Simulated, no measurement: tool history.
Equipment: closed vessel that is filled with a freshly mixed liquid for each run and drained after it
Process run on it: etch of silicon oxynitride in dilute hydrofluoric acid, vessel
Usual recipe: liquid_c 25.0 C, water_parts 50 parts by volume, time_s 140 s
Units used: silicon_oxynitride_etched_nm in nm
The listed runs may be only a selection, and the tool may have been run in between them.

| run | hour | liquid_c | water_parts | time_s | read-back film thickness of the silicon oxynitride reference wafer, read on the same gauge (nm) | silicon_oxynitride_etched_nm |
|---|---|---|---|---|---|---|
| 1 | 0.0 | 25.0 | 50 | 140 | 49.99 | 8.09 |
| 2 | 29.9 | 25.0 | 50 | 140 | 50.00 | 8.17 |
| 3 | 92.7 | 25.0 | 50 | 140 | 50.00 | 8.19 |
| 4 | 143.7 | 22.0 | 55 | 140 | 50.01 | 6.52 |
| 5 | 197.7 | 22.0 | 55 | 140 | 49.99 | 6.38 |
| 6 | 252.0 | 22.0 | 55 | 140 | 49.97 | 6.42 |
| 7 | 279.6 | 25.0 | 50 | 140 | 49.99 | 8.19 |
| 8 | 321.5 | 25.0 | 50 | 140 | 50.00 | 8.27 |
| 9 | 394.5 | 25.0 | 50 | 190 | 50.00 | 11.17 |
| 10 | 464.2 | 25.0 | 50 | 190 | 50.03 | 11.28 |
| 11 | 507.7 | 25.0 | 50 | 140 | 49.99 | 8.18 |
| 12 | 575.1 | 20.5 | 25 | 95 | 50.00 | 9.03 |
| 13 | 601.2 | 25.0 | 50 | 140 | 49.97 | 8.20 |
| 14 | 711.2 | 25.0 | 50 | 215 | 50.00 | 12.28 |
| 15 | 750.6 | 25.0 | 50 | 190 | 50.01 | 10.46 |
| 16 | 811.4 | 25.0 | 60 | 225 | 50.00 | 10.50 |
| 17 | 847.1 | 25.0 | 50 | 140 | 50.01 | 7.98 |
| 18 | 894.8 | 25.0 | 35 | 210 | 50.00 | 17.37 |
| 19 | 936.8 | 21.0 | 30 | 140 | 50.01 | 10.82 |
| 20 | 1001.0 | 23.0 | 50 | 65 | 50.03 | 3.33 |
| 21 | 1036.8 | 25.0 | 50 | 140 | 50.00 | 7.99 |
| 22 | 1087.2 | 27.5 | 45 | 205 | 49.99 | 14.75 |
| 23 | 1299.9 | 25.0 | 30 | 220 | 50.02 | 21.26 |
| 24 | 1348.9 | 27.5 | 75 | 200 | 50.00 | 8.55 |
| 25 | 1390.6 | 25.0 | 30 | 205 | 50.01 | 19.90 |
| 26 | 1430.7 | 22.0 | 25 | 220 | 50.01 | 21.80 |
| 27 | 1486.4 | 28.0 | 65 | 70 | 49.99 | 3.48 |
| 28 | 1530.2 | 22.0 | 60 | 80 | 50.00 | 3.30 |
| 29 | 1574.0 | 21.0 | 50 | 210 | 49.99 | 10.05 |
| 30 | 1626.2 | 28.0 | 25 | 225 | 50.00 | 30.88 |
| 31 | 1660.7 | 29.5 | 30 | 220 | 49.99 | 26.84 |
| 32 | 1712.3 | 29.0 | 70 | 115 | 50.01 | 5.56 |

Missing from the log above: 3 entries noted between runs. For each, name the pair of listed runs it sits between and say how the tool's hidden condition differs from the listed run just before to the listed run just after:
In the gap between runs 4 and 5: gauge calibrated (hour 184.4)
  liquid hotter than its thermometer reads (K): 0.97 -> 0.995
  the result without the hidden state subtracted from the measured one, silicon_oxynitride_etched_nm: +0.30 -> +0.31 nm
In the gap between runs 13 and 14: thermometer replaced (hour 705.7)
  liquid hotter than its thermometer reads (K): 1.19 -> 0.185
  the result without the hidden state subtracted from the measured one, silicon_oxynitride_etched_nm: +0.45 -> +0.11 nm
In the gap between runs 22 and 23: hydrofluoric acid flow meter replaced (hour 1196.7)
  liquid hotter than its thermometer reads (K): 0.363 -> 0.464
  the result without the hidden state subtracted from the measured one, silicon_oxynitride_etched_nm: +0.25 -> +0.47 nm
